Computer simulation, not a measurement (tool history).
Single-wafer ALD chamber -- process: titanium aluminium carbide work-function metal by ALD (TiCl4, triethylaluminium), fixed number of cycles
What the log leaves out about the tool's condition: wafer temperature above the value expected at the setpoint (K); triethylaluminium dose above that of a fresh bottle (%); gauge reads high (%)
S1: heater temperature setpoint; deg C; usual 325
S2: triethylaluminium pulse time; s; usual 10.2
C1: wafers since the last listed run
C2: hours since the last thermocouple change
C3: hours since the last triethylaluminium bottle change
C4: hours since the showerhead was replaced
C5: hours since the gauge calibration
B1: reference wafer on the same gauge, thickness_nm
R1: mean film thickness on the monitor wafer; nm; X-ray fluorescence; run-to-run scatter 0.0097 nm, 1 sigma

Run 1, hour 0: usual settings; C1 0; C2 951.3; C3 349.8; C4 2189.2; C5 560; B1 2.562. Result: R1 2.192 nm.
At hour 56.8: gauge calibrated.
Run 2, hour 96: usual settings; C1 1502; C2 1047.3; C3 445.8; C4 2285.2; C5 39.2; B1 2.63. Result: R1 2.254 nm.
Run 3, hour 137.5: usual settings; C1 649; C2 1088.8; C3 487.3; C4 2326.7; C5 80.7; B1 2.625. Result: R1 2.243 nm.
Run 4, hour 421.7: usual settings; C1 4447; C2 1373; C3 771.5; C4 2610.9; C5 364.9; B1 2.583. Result: R1 2.209 nm.
Run 5, hour 513.4: usual settings; C1 1435; C2 1464.7; C3 863.2; C4 2702.6; C5 456.6; B1 2.579. Result: R1 2.2 nm.
Run 6, hour 557: usual settings; C1 682; C2 1508.3; C3 906.8; C4 2746.2; C5 500.2; B1 2.578. Result: R1 2.216 nm.
Run 7, hour 631.5: usual settings but S2 12.83 s; C1 1165; C2 1582.8; C3 981.3; C4 2820.7; C5 574.7; B1 2.571. Result: R1 2.242 nm.
At hour 669.1: showerhead replaced.
At hour 711.7: gauge calibrated.
Run 8, hour 716.9: usual settings but S1 316 deg C; C1 1211; C2 1668.2; C3 1066.7; C4 47.8; C5 5.2; B1 2.633. Result: R1 2.19 nm.
Run 9, hour 780: usual settings but S1 315 deg C, S2 14.23 s; C1 987; C2 1731.3; C3 1129.8; C4 110.9; C5 68.3; B1 2.618. Result: R1 2.209 nm.
At hour 794.2: thermocouple changed; heater temperature recalibrated.
Run 10, hour 816.8: usual settings; C1 450; C2 22.6; C3 1166.6; C4 147.7; C5 105.1; B1 2.603. Result: R1 2.212 nm.
At hour 911.7: triethylaluminium bottle replaced.
Run 11, hour 917.9: usual settings but S2 7.97 s; C1 1456; C2 123.7; C3 6.2; C4 248.8; C5 206.2; B1 2.588. Result: R1 2.189 nm.
Run 12, hour 1005.4: usual settings but S1 318 deg C; C1 1369; C2 211.2; C3 93.7; C4 336.3; C5 293.7; B1 2.582. Result: R1 2.142 nm.
Run 13, hour 1066.8: usual settings but S1 316 deg C, S2 13.1 s; C1 960; C2 272.6; C3 155.1; C4 397.7; C5 355.1; B1 2.574. Result: R1 2.179 nm.
Run 14, hour 1119.9: usual settings but S1 331 deg C, S2 13.57 s; C1 831; C2 325.7; C3 208.2; C4 450.8; C5 408.2; B1 2.57. Result: R1 2.292 nm.
Run 15, hour 1171.7: usual settings but S2 11.65 s; C1 810; C2 377.5; C3 260; C4 502.6; C5 460; B1 2.566. Result: R1 2.214 nm.

Consider 5 possible next runs. They are alternatives, not a sequence: every one starts from the tool as it was left by run 15. What does each give?
Run A, hour 1172.1: usual settings but S1 334 deg C; C1 6; C2 377.9; C3 260.4; C4 503; C5 460.4; B1 ?. Result: R1 ?.
Run B, hour 1172.1: usual settings but S1 317 deg C; C1 6; C2 377.9; C3 260.4; C4 503; C5 460.4; B1 ?. Result: R1 ?.
Run C, hour 1172.1: usual settings but S1 317 deg C, S2 6.67 s; C1 6; C2 377.9; C3 260.4; C4 503; C5 460.4; B1 ?. Result: R1 ?.
Run D, hour 1172.1: usual settings but S2 6.29 s; C1 6; C2 377.9; C3 260.4; C4 503; C5 460.4; B1 ?. Result: R1 ?.
Run E, hour 1172.1: usual settings but S1 313 deg C, S2 7.74 s; C1 6; C2 377.9; C3 260.4; C4 503; C5 460.4; B1 ?. Result: R1 ?.

run     B1     R1
  A  2.567  2.263
  B  2.567  2.132
  C  2.567  2.043
  D  2.567  2.087
  E  2.567  2.049
Without the tool's unlogged condition, the same runs would have read:
run     R1
  A  2.327
  B  2.193
  C  2.101
  D  2.146
  E  2.107

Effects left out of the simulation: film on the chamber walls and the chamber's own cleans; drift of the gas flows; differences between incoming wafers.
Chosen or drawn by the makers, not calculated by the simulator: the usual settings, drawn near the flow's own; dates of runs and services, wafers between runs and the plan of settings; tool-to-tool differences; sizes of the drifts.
